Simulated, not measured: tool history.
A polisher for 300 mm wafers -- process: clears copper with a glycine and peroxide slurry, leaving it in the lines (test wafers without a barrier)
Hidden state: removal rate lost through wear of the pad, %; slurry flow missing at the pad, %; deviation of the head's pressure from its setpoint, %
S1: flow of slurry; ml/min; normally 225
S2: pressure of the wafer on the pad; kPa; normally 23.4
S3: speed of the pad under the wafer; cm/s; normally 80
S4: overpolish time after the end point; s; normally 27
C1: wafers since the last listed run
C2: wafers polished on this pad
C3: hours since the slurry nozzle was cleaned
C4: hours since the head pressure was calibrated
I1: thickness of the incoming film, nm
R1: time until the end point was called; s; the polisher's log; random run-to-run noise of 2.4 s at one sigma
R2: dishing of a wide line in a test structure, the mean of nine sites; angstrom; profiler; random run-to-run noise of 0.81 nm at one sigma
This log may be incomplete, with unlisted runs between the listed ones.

run 1 hour=0 | S1=225 S2=23.4 S3=80 S4=27 | C1=0 C2=252 C3=185.3 C4=73.2 | I1=608.5 | R1=125.5 R2=653
run 2 hour=42.4 | S1=225 S2=23.4 S3=80 S4=27 | C1=358 C2=610 C3=227.7 C4=115.6 | I1=617.3 | R1=122 R2=679
run 3 hour=85.7 | S1=225 S2=23.4 S3=80 S4=27 | C1=365 C2=976 C3=271 C4=158.9 | I1=609.8 | R1=127.9 R2=675
run 4 hour=138.6 | S1=225 S2=17.9 S3=80 S4=22 | C1=446 C2=1423 C3=323.9 C4=211.8 | I1=616.5 | R1=155.2 R2=488
-- hour=184.8 worn pad replaced by a new one
run 5 hour=196.3 | S1=225 S2=17.9 S3=80 S4=22 | C1=453 C2=97 C3=381.6 C4=269.5 | I1=612.5 | R1=154.4 R2=488
run 6 hour=251.4 | S1=225 S2=17.9 S3=80 S4=22 | C1=465 C2=562 C3=436.7 C4=324.6 | I1=604.8 | R1=150.1 R2=478
run 7 hour=302.7 | S1=225 S2=23.4 S3=80 S4=27 | C1=433 C2=996 C3=488 C4=375.9 | I1=601.2 | R1=128.3 R2=660
run 8 hour=358.5 | S1=225 S2=23.4 S3=80 S4=27 | C1=471 C2=1467 C3=543.8 C4=431.7 | I1=598.1 | R1=121.4 R2=670
run 9 hour=384.1 | S1=225 S2=23.4 S3=80 S4=27 | C1=216 C2=1684 C3=569.4 C4=457.3 | I1=611.2 | R1=127.9 R2=658
run 10 hour=413.4 | S1=225 S2=23.4 S3=60 S4=27 | C1=247 C2=1931 C3=598.7 C4=486.6 | I1=602.2 | R1=143.3 R2=585
run 11 hour=439.6 | S1=225 S2=23.4 S3=60 S4=27 | C1=221 C2=2152 C3=624.9 C4=512.8 | I1=609.2 | R1=151.8 R2=586
-- hour=451.6 worn pad replaced by a new one
-- hour=502.8 slurry nozzle cleaned
run 12 hour=510.6 | S1=225 S2=20 S3=80 S4=18 | C1=557 C2=490 C3=7.8 C4=583.8 | I1=620 | R1=146.9 R2=434
run 13 hour=559 | S1=225 S2=23.4 S3=80 S4=32 | C1=408 C2=899 C3=56.2 C4=632.2 | I1=620 | R1=123.2 R2=737
run 14 hour=622.8 | S1=225 S2=23.4 S3=80 S4=27 | C1=539 C2=1438 C3=120 C4=696 | I1=613 | R1=128.2 R2=653
-- hour=678.3 worn pad replaced by a new one
run 15 hour=678.8 | S1=290 S2=17.9 S3=80 S4=27 | C1=439 C2=4 C3=176 C4=752 | I1=610.3 | R1=149.2 R2=569
-- hour=698.3 head pressure recalibrated
run 16 hour=706.6 | S1=195 S2=26.2 S3=108 S4=39 | C1=217 C2=222 C3=203.8 C4=8.3 | I1=616.1 | R1=91.7 R2=942
run 17 hour=739.7 | S1=225 S2=23.4 S3=90 S4=12 | C1=279 C2=502 C3=236.9 C4=41.4 | I1=615.7 | R1=112.4 R2=380
run 18 hour=809.7 | S1=225 S2=20 S3=80 S4=12 | C1=591 C2=1093 C3=306.9 C4=111.4 | I1=598.2 | R1=132.6 R2=317
run 19 hour=864.5 | S1=225 S2=23.4 S3=80 S4=27 | C1=463 C2=1556 C3=361.7 C4=166.2 | I1=609 | R1=123.1 R2=657
-- hour=904.7 worn pad replaced by a new one
run 20 hour=905.2 | S1=290 S2=16.5 S3=80 S4=27 | C1=310 C2=4 C3=402.4 C4=206.9 | I1=601.9 | R1=156.3 R2=554
run 21 hour=946.6 | S1=225 S2=23.4 S3=80 S4=27 | C1=349 C2=353 C3=443.8 C4=248.3 | I1=604 | R1=120.8 R2=653
run 22 hour=979.9 | S1=195 S2=26.9 S3=66 S4=36 | C1=281 C2=635 C3=477.1 C4=281.6 | I1=608.4 | R1=128.1 R2=801
run 23 hour=1007.1 | S1=225 S2=31 S3=80 S4=27 | C1=229 C2=865 C3=504.3 C4=308.8 | I1=607.5 | R1=97.8 R2=771
run 24 hour=1047.6 | S1=225 S2=23.4 S3=80 S4=27 | C1=342 C2=1207 C3=544.8 C4=349.3 | I1=606.7 | R1=125 R2=668
-- hour=1055.2 slurry nozzle cleaned
run 25 hour=1105.9 | S1=225 S2=23.4 S3=70 S4=15 | C1=484 C2=1691 C3=50.7 C4=407.6 | I1=620.3 | R1=139.2 R2=403
-- hour=1121.5 worn pad replaced by a new one
run 26 hour=1154.8 | S1=225 S2=31 S3=106 S4=37 | C1=379 C2=281 C3=99.6 C4=456.5 | I1=613 | R1=81.2 R2=1001
run 27 hour=1221.1 | S1=270 S2=20.7 S3=90 S4=34 | C1=560 C2=841 C3=165.9 C4=522.8 | I1=622.6 | R1=131.3 R2=740

What was the tool's hidden state at every run in the log?
removal rate lost through wear of the pad, %: 0, the same for each run
slurry flow missing at the pad, %: 0, the same for each run
deviation of the head's pressure from its setpoint, %: 0, the same for each run
